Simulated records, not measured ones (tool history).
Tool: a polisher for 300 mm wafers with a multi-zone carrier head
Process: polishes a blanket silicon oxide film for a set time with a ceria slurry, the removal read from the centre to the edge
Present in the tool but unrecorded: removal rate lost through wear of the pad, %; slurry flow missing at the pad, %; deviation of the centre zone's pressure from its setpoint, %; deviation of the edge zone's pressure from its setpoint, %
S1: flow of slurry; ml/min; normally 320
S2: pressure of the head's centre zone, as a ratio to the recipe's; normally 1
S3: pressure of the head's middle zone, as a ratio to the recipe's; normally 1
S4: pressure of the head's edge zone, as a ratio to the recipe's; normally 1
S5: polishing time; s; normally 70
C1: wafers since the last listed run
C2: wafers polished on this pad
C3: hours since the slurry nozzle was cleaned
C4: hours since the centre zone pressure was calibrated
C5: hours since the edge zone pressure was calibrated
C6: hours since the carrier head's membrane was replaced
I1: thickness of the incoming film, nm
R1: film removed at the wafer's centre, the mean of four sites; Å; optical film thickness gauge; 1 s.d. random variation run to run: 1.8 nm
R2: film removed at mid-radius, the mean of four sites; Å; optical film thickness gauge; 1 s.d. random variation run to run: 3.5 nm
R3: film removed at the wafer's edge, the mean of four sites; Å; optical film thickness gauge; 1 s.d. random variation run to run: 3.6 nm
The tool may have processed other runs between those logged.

run 1 day=0 | S1=320 S2=1.11 S3=1 S4=1 S5=70 | C1=0 C2=6201 C3=18.1 C4=776.9 C5=654.6 C6=613.7 | I1=1419.8 | R1=2669 R2=2621 R3=2615
run 2 day=1.946 | S1=320 S2=1 S3=1 S4=0.89 S5=70 | C1=530 C2=6731 C3=64.8 C4=823.6 C5=701.3 C6=660.4 | I1=1409.9 | R1=2430 R2=2649 R3=2496
-- day=2.425 centre zone pressure recalibrated
run 3 day=4.771 | S1=320 S2=1 S3=1 S4=1 S5=70 | C1=746 C2=7478 C3=132.6 C4=56.3 C5=769.1 C6=728.2 | I1=1416 | R1=2529 R2=2610 R3=2578
-- day=6.238 worn pad replaced by a new one
run 4 day=8.562 | S1=320 S2=1 S3=1 S4=1 S5=70 | C1=987 C2=633 C3=223.6 C4=147.3 C5=860.1 C6=819.2 | I1=1408.8 | R1=2496 R2=2665 R3=2571
run 5 day=17.958 | S1=320 S2=0.89 S3=1 S4=1 S5=55 | C1=2559 C2=3192 C3=449.1 C4=372.8 C5=1085.6 C6=1044.7 | I1=1424.4 | R1=1766 R2=2006 R3=2021
run 6 day=24.088 | S1=320 S2=0.91 S3=1.11 S4=0.96 S5=81 | C1=1669 C2=4862 C3=596.2 C4=519.9 C5=1232.7 C6=1191.8 | I1=1434.7 | R1=2605 R2=3156 R3=2923
-- day=24.662 edge zone pressure recalibrated
run 7 day=27.804 | S1=320 S2=1 S3=1 S4=1.09 S5=88 | C1=989 C2=5852 C3=685.4 C4=609.1 C5=75.4 C6=1281 | I1=1431.9 | R1=2992 R2=3268 R3=3370
-- day=29.588 slurry nozzle cleaned
run 8 day=30.012 | S1=320 S2=0.91 S3=1.07 S4=1.06 S5=70 | C1=590 C2=6442 C3=10.2 C4=662.1 C5=128.4 C6=1334 | I1=1401.5 | R1=2303 R2=2794 R3=2650
-- day=34.325 worn pad replaced by a new one
-- day=37.65 centre zone pressure recalibrated
run 9 day=39.804 | S1=320 S2=1 S3=1 S4=1 S5=70 | C1=2599 C2=1469 C3=245.2 C4=51.7 C5=363.4 C6=1569 | I1=1391.3 | R1=2501 R2=2669 R3=2520
run 10 day=41.879 | S1=320 S2=1 S3=1 S4=1 S5=70 | C1=565 C2=2034 C3=295 C4=101.5 C5=413.2 C6=1618.8 | I1=1423 | R1=2499 R2=2657 R3=2664
run 11 day=43.483 | S1=320 S2=0.93 S3=1 S4=1.07 S5=70 | C1=436 C2=2471 C3=333.5 C4=140 C5=451.7 C6=1657.3 | I1=1444.9 | R1=2384 R2=2639 R3=2683
run 12 day=46.504 | S1=320 S2=1 S3=1 S4=0.89 S5=70 | C1=822 C2=3294 C3=406 C4=212.5 C5=524.2 C6=1729.8 | I1=1424.9 | R1=2518 R2=2560 R3=2462
run 13 day=50.012 | S1=320 S2=1 S3=1 S4=1 S5=70 | C1=955 C2=4249 C3=490.2 C4=296.7 C5=608.4 C6=1814 | I1=1444.8 | R1=2490 R2=2634 R3=2553
run 14 day=52.883 | S1=250 S2=1.04 S3=1 S4=1 S5=70 | C1=782 C2=5031 C3=559.1 C4=365.6 C5=677.3 C6=1882.9 | I1=1425.4 | R1=2467 R2=2557 R3=2476
-- day=54.242 carrier head's membrane replaced by a new one
run 15 day=57.117 | S1=320 S2=1 S3=0.95 S4=1 S5=81 | C1=1096 C2=6128 C3=660.7 C4=467.2 C5=778.9 C6=69 | I1=1410.7 | R1=2826 R2=2924 R3=2941
-- day=59.583 slurry nozzle cleaned
run 16 day=60.525 | S1=230 S2=1 S3=1.07 S4=1 S5=70 | C1=917 C2=7045 C3=22.6 C4=549 C5=860.7 C6=150.8 | I1=1401.6 | R1=2383 R2=2652 R3=2466
-- day=62.65 worn pad replaced by a new one
run 17 day=64.471 | S1=320 S2=1.12 S3=0.89 S4=1 S5=70 | C1=1029 C2=496 C3=117.3 C4=643.7 C5=955.4 C6=245.5 | I1=1433 | R1=2667 R2=2527 R3=2593
run 18 day=67.692 | S1=230 S2=0.9 S3=1 S4=0.88 S5=55 | C1=877 C2=1373 C3=194.6 C4=721 C5=1032.7 C6=322.8 | I1=1413.2 | R1=1655 R2=2031 R3=1833
-- day=71.038 centre zone pressure recalibrated
run 19 day=71.525 | S1=320 S2=1 S3=1 S4=1 S5=70 | C1=1021 C2=2395 C3=286.6 C4=11.7 C5=1124.7 C6=414.8 | I1=1405.1 | R1=2502 R2=2640 R3=2572
run 20 day=74.371 | S1=400 S2=1 S3=1 S4=0.9 S5=70 | C1=775 C2=3170 C3=354.9 C4=80 C5=1193 C6=483.1 | I1=1392.5 | R1=2559 R2=2682 R3=2506
run 21 day=77.362 | S1=320 S2=0.93 S3=0.88 S4=1 S5=70 | C1=814 C2=3985 C3=426.7 C4=151.8 C5=1264.8 C6=554.9 | I1=1425.6 | R1=2340 R2=2448 R3=2633

Describe how what the log doesn't record of the tool's condition differs between the last listed run preceding each entry between runs and the first listed run following it.
Run 2 -> run 3: centre zone pressure recalibrated (day 2.425)
  slurry flow missing at the pad, %: 4.27 -> 6.14; deviation of the centre zone's pressure from its setpoint, %: -4.91 -> -0.448
  measured minus no-state result, R1: -115 -> -28 Å; R2: -11 -> -18 Å; R3: -8 -> -13 Å
Run 3 -> run 4: worn pad replaced by a new one (day 6.238)
  slurry flow missing at the pad, %: 6.14 -> 8.65; deviation of the centre zone's pressure from its setpoint, %: -0.448 -> -0.576
  measured minus no-state result, R1: -28 -> -38 Å; R2: -18 -> -25 Å; R3: -13 -> -19 Å
Run 6 -> run 7: edge zone pressure recalibrated (day 24.662)
  slurry flow missing at the pad, %: 18.9 -> 21.4; deviation of the centre zone's pressure from its setpoint, %: -2.29 -> -2.98
  measured minus no-state result, R1: -122 -> -172 Å; R2: -76 -> -92 Å; R3: -54 -> -73 Å
Run 7 -> run 8: slurry nozzle cleaned (day 29.588)
  slurry flow missing at the pad, %: 21.4 -> 0.574; deviation of the centre zone's pressure from its setpoint, %: -2.98 -> -3.45
  measured minus no-state result, R1: -172 -> -70 Å; R2: -92 -> -1 Å; R3: -73 -> -1 Å
Run 8 -> run 9: worn pad replaced by a new one (day 34.325); centre zone pressure recalibrated (day 37.65)
  slurry flow missing at the pad, %: 0.574 -> 7.04; deviation of the centre zone's pressure from its setpoint, %: -3.45 -> -0.339
  measured minus no-state result, R1: -70 -> -28 Å; R2: -1 -> -20 Å; R3: -1 -> -14 Å
Run 14 -> run 15: carrier head's membrane replaced by a new one (day 54.242)
  slurry flow missing at the pad, %: 15.7 -> 18.5; deviation of the centre zone's pressure from its setpoint, %: -1.24 -> -1.82
  measured minus no-state result, R1: -96 -> -118 Å; R2: -65 -> -69 Å; R3: -47 -> -53 Å
Run 15 -> run 16: slurry nozzle cleaned (day 59.583)
  slurry flow missing at the pad, %: 18.5 -> 3.52; deviation of the centre zone's pressure from its setpoint, %: -1.82 -> -2.4
  measured minus no-state result, R1: -118 -> -63 Å; R2: -69 -> -14 Å; R3: -53 -> -10 Å
Run 16 -> run 17: worn pad replaced by a new one (day 62.65)
  slurry flow missing at the pad, %: 3.52 -> 6.13; deviation of the centre zone's pressure from its setpoint, %: -2.4 -> -3.18
  measured minus no-state result, R1: -63 -> -92 Å; R2: -14 -> -16 Å; R3: -10 -> -13 Å
Run 18 -> run 19: centre zone pressure recalibrated (day 71.038)
  slurry flow missing at the pad, %: 8.25 -> 10.8; deviation of the centre zone's pressure from its setpoint, %: -3.9 -> -0.0192
  measured minus no-state result, R1: -81 -> -34 Å; R2: -26 -> -33 Å; R3: -18 -> -25 Å
